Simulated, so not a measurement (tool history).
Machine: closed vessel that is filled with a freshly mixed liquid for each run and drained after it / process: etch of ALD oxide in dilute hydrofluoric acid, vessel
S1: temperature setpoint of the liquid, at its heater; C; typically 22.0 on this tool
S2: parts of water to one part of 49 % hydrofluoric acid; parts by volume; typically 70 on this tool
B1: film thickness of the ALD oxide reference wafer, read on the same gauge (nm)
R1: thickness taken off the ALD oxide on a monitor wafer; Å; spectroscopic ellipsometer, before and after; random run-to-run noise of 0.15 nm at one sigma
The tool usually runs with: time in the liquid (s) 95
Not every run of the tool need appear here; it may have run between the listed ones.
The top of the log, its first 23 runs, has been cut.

run 24 hour=624.9 | S1=19.5 S2=70 time_in_the_liquid_(s)=70 | B1=30.00 | R1=143.3
run 25 hour=649.2 | S1=22.0 S2=70 time_in_the_liquid_(s)=95 | B1=29.99 | R1=212.7
run 26 hour=677.0 | S1=24.5 S2=50 time_in_the_liquid_(s)=125 | B1=30.02 | R1=447.7
run 27 hour=711.4 | S1=25.5 S2=60 time_in_the_liquid_(s)=70 | B1=30.01 | R1=217.1
run 28 hour=732.1 | S1=19.0 S2=95 time_in_the_liquid_(s)=95 | B1=29.99 | R1=135.1
run 29 hour=752.3 | S1=25.0 S2=40 time_in_the_liquid_(s)=75 | B1=30.03 | R1=349.3
run 30 hour=786.7 | S1=22.0 S2=70 time_in_the_liquid_(s)=95 | B1=30.01 | R1=213.6
run 31 hour=808.6 | S1=26.0 S2=95 time_in_the_liquid_(s)=145 | B1=30.01 | R1=276.0
run 32 hour=825.1 | S1=18.5 S2=50 time_in_the_liquid_(s)=125 | B1=29.98 | R1=352.1
run 33 hour=869.8 | S1=25.0 S2=70 time_in_the_liquid_(s)=95 | B1=30.00 | R1=243.4

What if the next run were any one of these 5? Each begins from the tool's condition after run 33:
run A hour=870.5 | S1=22.0 S2=60 time_in_the_liquid_(s)=95 | B1=? | R1=?
run B hour=870.5 | S1=22.0 S2=70 time_in_the_liquid_(s)=150 | B1=? | R1=?
run C hour=870.5 | S1=20.5 S2=70 time_in_the_liquid_(s)=95 | B1=? | R1=?
run D hour=870.5 | S1=25.0 S2=80 time_in_the_liquid_(s)=135 | B1=? | R1=?
run E hour=870.5 | S1=22.0 S2=100 time_in_the_liquid_(s)=95 | B1=? | R1=?

run=A B1=30.00 R1=253.9
run=B B1=30.00 R1=339.5
run=C B1=30.00 R1=202.0
run=D B1=30.00 R1=298.5
run=E B1=30.00 R1=145.4
The same runs, with their run-to-run variation unchanged, on a tool lacking any hidden condition would have given:
run=A R1=256.1
run=B R1=342.4
run=C R1=203.8
run=D R1=300.7
run=E R1=146.4
